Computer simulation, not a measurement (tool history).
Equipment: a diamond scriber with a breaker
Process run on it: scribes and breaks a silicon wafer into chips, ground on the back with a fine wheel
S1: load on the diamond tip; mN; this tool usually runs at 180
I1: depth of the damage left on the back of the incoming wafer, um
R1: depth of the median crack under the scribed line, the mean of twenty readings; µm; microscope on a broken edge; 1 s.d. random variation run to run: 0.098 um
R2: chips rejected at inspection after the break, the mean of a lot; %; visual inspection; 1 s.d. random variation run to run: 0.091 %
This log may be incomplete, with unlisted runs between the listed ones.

| run | hour | S1 | I1 | R1 | R2 |
|---|---|---|---|---|---|
| 1 | 0 | 180 | 2.23 | 9.19 | 15.08 |
| 2 | 8.4 | 180 | 2.97 | 9.04 | 17.06 |
| 3 | 24.1 | 180 | 2.19 | 8.89 | 17.75 |
| 4 | 40.4 | 180 | 2.62 | 8.99 | 19.04 |
| 5 | 56.8 | 180 | 2.34 | 8.88 | 20.8 |
| 6 | 70.4 | 141 | 2.52 | 8.97 | 20.71 |
| 7 | 76.8 | 141 | 2.65 | 8.87 | 21.53 |
| 8 | 121.2 | 168 | 2.88 | 10.44 | 5.34 |
| 9 | 129.9 | 224 | 2.52 | 13.25 | 8.42 |
| 10 | 147.1 | 153 | 2.71 | 9.51 | 11.41 |
| 11 | 160.1 | 214 | 1.87 | 12.73 | 5.87 |
| 12 | 171.8 | 162 | 2.21 | 9.95 | 7.12 |
| 13 | 179.4 | 180 | 2.24 | 10.97 | 2.3 |
| 14 | 196.1 | 229 | 2.58 | 13.36 | 10.17 |
| 15 | 204.4 | 158 | 2.22 | 9.78 | 8.94 |
| 16 | 212.4 | 128 | 2.76 | 8.07 | 36.27 |

Taken out of this log: 2 entries between the listed runs. Where each belongs, and how the hidden state differs across it:
In the gap between runs 5 and 6: diamond tip replaced by a new one (hour 69.9)
  share of the diamond tip's cutting effectiveness lost through wear, %: 31.5 -> 4.4
  measured result minus the result with no hidden state, R1: -2.55 -> -0.28 µm; R2: +18.78 -> +3.82 %
In the gap between runs 11 and 12: load on the tip recalibrated (hour 166)
  share of the diamond tip's cutting effectiveness lost through wear, %: 4.75 -> 4.84
  measured result minus the result with no hidden state, R1: -0.42 -> -0.34 µm; R2: -2.64 -> +2.3 %

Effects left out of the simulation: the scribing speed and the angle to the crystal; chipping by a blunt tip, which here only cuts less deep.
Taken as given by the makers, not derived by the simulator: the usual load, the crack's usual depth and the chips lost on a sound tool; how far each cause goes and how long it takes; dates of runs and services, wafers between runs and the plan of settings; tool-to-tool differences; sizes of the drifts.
